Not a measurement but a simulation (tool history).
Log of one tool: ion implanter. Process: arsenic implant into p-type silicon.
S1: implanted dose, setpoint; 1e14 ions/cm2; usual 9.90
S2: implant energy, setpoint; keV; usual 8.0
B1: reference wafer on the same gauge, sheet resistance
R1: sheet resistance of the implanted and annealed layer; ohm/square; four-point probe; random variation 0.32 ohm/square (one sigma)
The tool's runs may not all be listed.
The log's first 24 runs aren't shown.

run 25 hour=346.4 | S1=10.93 S2=8.0 | B1=201.96 | R1=210.44
run 26 hour=362.5 | S1=7.65 S2=8.0 | B1=202.06 | R1=223.30
run 27 hour=374.5 | S1=7.28 S2=10.0 | B1=202.18 | R1=214.87
run 28 hour=386.7 | S1=7.71 S2=10.5 | B1=202.33 | R1=208.54
run 29 hour=396.6 | S1=8.43 S2=5.5 | B1=202.36 | R1=245.58
run 30 hour=403.9 | S1=8.49 S2=7.0 | B1=202.47 | R1=227.64
run 31 hour=413.1 | S1=11.47 S2=8.0 | B1=202.47 | R1=210.10
run 32 hour=426.3 | S1=8.87 S2=10.0 | B1=202.58 | R1=204.37
run 33 hour=444.0 | S1=7.70 S2=10.5 | B1=202.71 | R1=209.03

Forecast run 34:
run 34 hour=452.8 | S1=7.91 S2=6.0 | B1=? | R1=?

Run 34 gave B1 202.84, R1 242.52 ohm/square.
Without the tool's hidden state the same run would have given R1 240.34 ohm/square.
